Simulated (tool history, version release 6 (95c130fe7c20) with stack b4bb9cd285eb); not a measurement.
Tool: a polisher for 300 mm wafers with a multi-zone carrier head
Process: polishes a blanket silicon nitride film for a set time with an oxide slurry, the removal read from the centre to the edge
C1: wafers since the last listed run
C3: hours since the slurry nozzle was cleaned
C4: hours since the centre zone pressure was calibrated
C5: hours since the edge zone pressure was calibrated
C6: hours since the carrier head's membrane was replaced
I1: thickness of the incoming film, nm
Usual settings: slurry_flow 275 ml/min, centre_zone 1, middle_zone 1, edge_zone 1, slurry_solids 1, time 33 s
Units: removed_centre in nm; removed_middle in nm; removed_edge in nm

run 1 day=0 | slurry_flow=275 centre_zone=1 middle_zone=1 edge_zone=1 slurry_solids=1 time=33 | C1=0 wafers_polished_on_this_pad=87 C3=568.6 C4=530.5 C5=156.6 C6=1275.6 | I1=251.6 | removed_centre=26.5 removed_middle=26.9 removed_edge=25.8
run 2 day=2.45 | slurry_flow=275 centre_zone=1 middle_zone=1 edge_zone=1 slurry_solids=1 time=33 | C1=536 wafers_polished_on_this_pad=624 C3=627.4 C4=589.3 C5=215.4 C6=1334.4 | I1=250.7 | removed_centre=26.6 removed_middle=27 removed_edge=25.7
run 3 day=4.879 | slurry_flow=275 centre_zone=1 middle_zone=1 edge_zone=1 slurry_solids=1 time=33 | C1=532 wafers_polished_on_this_pad=1156 C3=685.7 C4=647.6 C5=273.7 C6=1392.7 | I1=250.1 | removed_centre=27 removed_middle=27.3 removed_edge=26.6
run 4 day=7.888 | slurry_flow=275 centre_zone=1 middle_zone=1 edge_zone=1 slurry_solids=1 time=33 | C1=659 wafers_polished_on_this_pad=1815 C3=757.9 C4=719.8 C5=345.9 C6=1464.9 | I1=247.4 | removed_centre=26.9 removed_middle=27.4 removed_edge=25.9
-- day=9.308 worn pad replaced by a new one
run 5 day=10.65 | slurry_flow=275 centre_zone=1 middle_zone=1 edge_zone=1 slurry_solids=1 time=33 | C1=568 wafers_polished_on_this_pad=293 C3=824.2 C4=786.1 C5=412.2 C6=1531.2 | I1=248.7 | removed_centre=27.3 removed_middle=27.4 removed_edge=26.3
-- day=11.562 slurry nozzle cleaned
run 6 day=13.904 | slurry_flow=275 centre_zone=1.04 middle_zone=1 edge_zone=1 slurry_solids=1 time=33 | C1=703 wafers_polished_on_this_pad=997 C3=56.2 C4=864.2 C5=490.3 C6=1609.3 | I1=250 | removed_centre=28.3 removed_middle=27.3 removed_edge=25
run 7 day=16.525 | slurry_flow=275 centre_zone=1.04 middle_zone=1 edge_zone=1 slurry_solids=1 time=33 | C1=574 wafers_polished_on_this_pad=1571 C3=119.1 C4=927.1 C5=553.2 C6=1672.2 | I1=251.9 | removed_centre=28.7 removed_middle=27.1 removed_edge=25.2
-- day=18.646 centre zone pressure recalibrated
-- day=19.792 worn pad replaced by a new one
run 8 day=20.35 | slurry_flow=275 centre_zone=1 middle_zone=1 edge_zone=1 slurry_solids=1 time=33 | C1=783 wafers_polished_on_this_pad=122 C3=210.9 C4=40.9 C5=645 C6=1764 | I1=251.8 | removed_centre=24 removed_middle=27.5 removed_edge=25.2
-- day=21.888 carrier head's membrane replaced by a new one
run 9 day=22.454 | slurry_flow=275 centre_zone=1 middle_zone=1 edge_zone=1 slurry_solids=1 time=33 | C1=415 wafers_polished_on_this_pad=538 C3=261.4 C4=91.4 C5=695.5 C6=13.6 | I1=245.1 | removed_centre=24.3 removed_middle=27.2 removed_edge=26.3
run 10 day=24.717 | slurry_flow=275 centre_zone=1 middle_zone=1 edge_zone=1 slurry_solids=1 time=33 | C1=495 wafers_polished_on_this_pad=1033 C3=315.7 C4=145.7 C5=749.8 C6=67.9 | I1=253.6 | removed_centre=24.1 removed_middle=27 removed_edge=25.5
-- day=27.696 centre zone pressure recalibrated, repeated, since the last time left the tool worse
run 11 day=28.171 | slurry_flow=275 centre_zone=0.94 middle_zone=1.08 edge_zone=1.04 slurry_solids=1 time=33 | C1=738 wafers_polished_on_this_pad=1772 C3=398.6 C4=11.4 C5=832.7 C6=150.8 | I1=254.5 | removed_centre=25 removed_middle=28.7 removed_edge=26.1
-- day=30.233 edge zone pressure recalibrated
run 12 day=30.338 | slurry_flow=195 centre_zone=0.88 middle_zone=1 edge_zone=0.92 slurry_solids=0.9 time=33 | C1=456 wafers_polished_on_this_pad=2228 C3=450.6 C4=63.4 C5=2.5 C6=202.8 | I1=251.6 | removed_centre=21.5 removed_middle=25.3 removed_edge=23.7
-- day=30.517 worn pad replaced by a new one
run 13 day=33.312 | slurry_flow=225 centre_zone=1 middle_zone=1 edge_zone=1 slurry_solids=1 time=41 | C1=615 wafers_polished_on_this_pad=612 C3=522 C4=134.8 C5=73.9 C6=274.2 | I1=250.3 | removed_centre=32.3 removed_middle=32.9 removed_edge=31.8
run 14 day=36.946 | slurry_flow=220 centre_zone=1 middle_zone=1.05 edge_zone=0.92 slurry_solids=1 time=33 | C1=796 wafers_polished_on_this_pad=1408 C3=609.2 C4=222 C5=161.1 C6=361.4 | I1=248.5 | removed_centre=25.9 removed_middle=27.6 removed_edge=25.2
run 15 day=38.925 | slurry_flow=275 centre_zone=1 middle_zone=1 edge_zone=1 slurry_solids=1 time=33 | C1=433 wafers_polished_on_this_pad=1842 C3=656.7 C4=269.5 C5=208.6 C6=408.9 | I1=252.2 | removed_centre=26.7 removed_middle=27.7 removed_edge=25.4
run 16 day=40.742 | slurry_flow=275 centre_zone=1.03 middle_zone=1 edge_zone=1 slurry_solids=1 time=33 | C1=398 wafers_polished_on_this_pad=2240 C3=700.3 C4=313.1 C5=252.2 C6=452.5 | I1=251.7 | removed_centre=27.4 removed_middle=27 removed_edge=26.5
-- day=40.942 worn pad replaced by a new one
-- day=42.458 slurry nozzle cleaned
run 17 day=42.671 | slurry_flow=275 centre_zone=1 middle_zone=1 edge_zone=0.96 slurry_solids=0.85 time=33 | C1=377 wafers_polished_on_this_pad=369 C3=5.1 C4=359.4 C5=298.5 C6=498.8 | I1=245.3 | removed_centre=25.2 removed_middle=25.3 removed_edge=24
run 18 day=45.375 | slurry_flow=275 centre_zone=1 middle_zone=1 edge_zone=1 slurry_solids=1 time=36 | C1=592 wafers_polished_on_this_pad=962 C3=70 C4=424.3 C5=363.4 C6=563.7 | I1=253.6 | removed_centre=29.4 removed_middle=29.8 removed_edge=27.7
run 19 day=48.812 | slurry_flow=195 centre_zone=0.88 middle_zone=1 edge_zone=0.92 slurry_solids=0.9 time=33 | C1=753 wafers_polished_on_this_pad=1715 C3=152.5 C4=506.8 C5=445.9 C6=646.2 | I1=249 | removed_centre=21.9 removed_middle=25.4 removed_edge=22.9
-- day=51.829 worn pad replaced by a new one
run 20 day=52.021 | slurry_flow=315 centre_zone=0.97 middle_zone=0.91 edge_zone=1 slurry_solids=1 time=33 | C1=666 wafers_polished_on_this_pad=41 C3=229.5 C4=583.8 C5=522.9 C6=723.2 | I1=252.8 | removed_centre=26.5 removed_middle=25.8 removed_edge=26.1
run 21 day=54.696 | slurry_flow=275 centre_zone=1 middle_zone=1 edge_zone=1 slurry_solids=1 time=33 | C1=586 wafers_polished_on_this_pad=627 C3=293.7 C4=648 C5=587.1 C6=787.4 | I1=254.8 | removed_centre=27.1 removed_middle=27.6 removed_edge=26.3

Forecast each of these 3 alternatives for the next run:
run A day=54.712 | slurry_flow=275 centre_zone=1 middle_zone=1 edge_zone=0.93 slurry_solids=1 time=33 | C1=3 wafers_polished_on_this_pad=631 C3=294.1 C4=648.4 C5=587.5 C6=787.8 | I1=249.4 | removed_centre=? removed_middle=? removed_edge=?
run B day=54.712 | slurry_flow=275 centre_zone=1.09 middle_zone=1 edge_zone=1 slurry_solids=0.9 time=25 | C1=3 wafers_polished_on_this_pad=631 C3=294.1 C4=648.4 C5=587.5 C6=787.8 | I1=249.4 | removed_centre=? removed_middle=? removed_edge=?
run C day=54.712 | slurry_flow=275 centre_zone=1 middle_zone=1 edge_zone=1 slurry_solids=0.75 time=33 | C1=3 wafers_polished_on_this_pad=631 C3=294.1 C4=648.4 C5=587.5 C6=787.8 | I1=249.4 | removed_centre=? removed_middle=? removed_edge=?

run=A removed_centre=27.4 removed_middle=27.1 removed_edge=25.1
run=B removed_centre=21.7 removed_middle=19.6 removed_edge=18.8
run=C removed_centre=24.3 removed_middle=23.9 removed_edge=23
Without the tool's hidden state the same runs would have given:
run=A removed_centre=26.7 removed_middle=27.1 removed_edge=25.1
run=B removed_centre=21.1 removed_middle=19.6 removed_edge=18.8
run=C removed_centre=23.6 removed_middle=23.9 removed_edge=23

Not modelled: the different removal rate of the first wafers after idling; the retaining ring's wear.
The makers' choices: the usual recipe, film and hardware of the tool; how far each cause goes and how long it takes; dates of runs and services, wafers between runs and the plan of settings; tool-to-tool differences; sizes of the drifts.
